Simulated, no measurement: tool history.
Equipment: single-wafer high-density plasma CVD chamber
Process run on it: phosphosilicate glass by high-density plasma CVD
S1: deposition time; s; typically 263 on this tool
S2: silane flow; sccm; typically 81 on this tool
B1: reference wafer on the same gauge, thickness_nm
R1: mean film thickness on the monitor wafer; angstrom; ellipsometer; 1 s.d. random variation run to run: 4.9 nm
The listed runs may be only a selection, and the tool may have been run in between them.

run	hour	S1	S2	B1	R1
1	0	228	93	1650.473	19762.36
2	64.2	228	93	1651.038	19685.85
3	136.7	228	93	1652.694	19769.61
4	184	247	81	1653.483	18657.87
5	225.8	247	81	1654.685	18797.03
6	301.4	247	81	1656.949	18650.12
7	408.9	263	81	1661.129	20043.12
8	490.6	263	81	1664.587	20013.93
9	579.8	263	76	1667.444	18791.15
10	654	263	81	1671.591	20033.32
11	748.7	235	81	1675.761	18002.74
12	926.6	235	81	1682.435	18167.25
# hour 994.9: gauge calibrated
13	995	235	81	1641.652	17649.68
14	1102.3	263	81	1641.279	19723.75
15	1179.3	218	88	1642.317	17767.51
16	1270.9	263	81	1642.791	19797.46
# hour 1292.7: silane flow controller replaced
17	1335.7	240	87	1642.151	19367.73
18	1422.3	309	75	1645.413	21527.2
19	1490.5	263	81	1644.872	19822.58
20	1585.4	263	81	1647.842	19874.97
21	1687.8	263	92	1649.391	22521.04
22	1725.6	225	70	1651.155	14682.14
23	1784.8	232	95	1653.014	20511.58
24	1846.3	279	81	1653.974	21137.89
25	1953.9	295	81	1656.33	22398.56
26	2025.9	246	88	1658.418	20254.41

Predict each of these 4 candidate next runs independently; none follows another, all start after run 26:
A	2026.4	313	81	?	?
B	2026.4	245	65	?	?
C	2026.4	263	95	?	?
D	2026.4	263	88	?	?

run	B1	R1
A	1659.633	23772.38
B	1659.633	14944.24
C	1659.633	23415.98
D	1659.633	21695.43
The same runs, with their run-to-run variation unchanged, on a tool lacking any hidden condition would have given:
run	R1
A	23504.81
B	14776.04
C	23152.42
D	21451.24
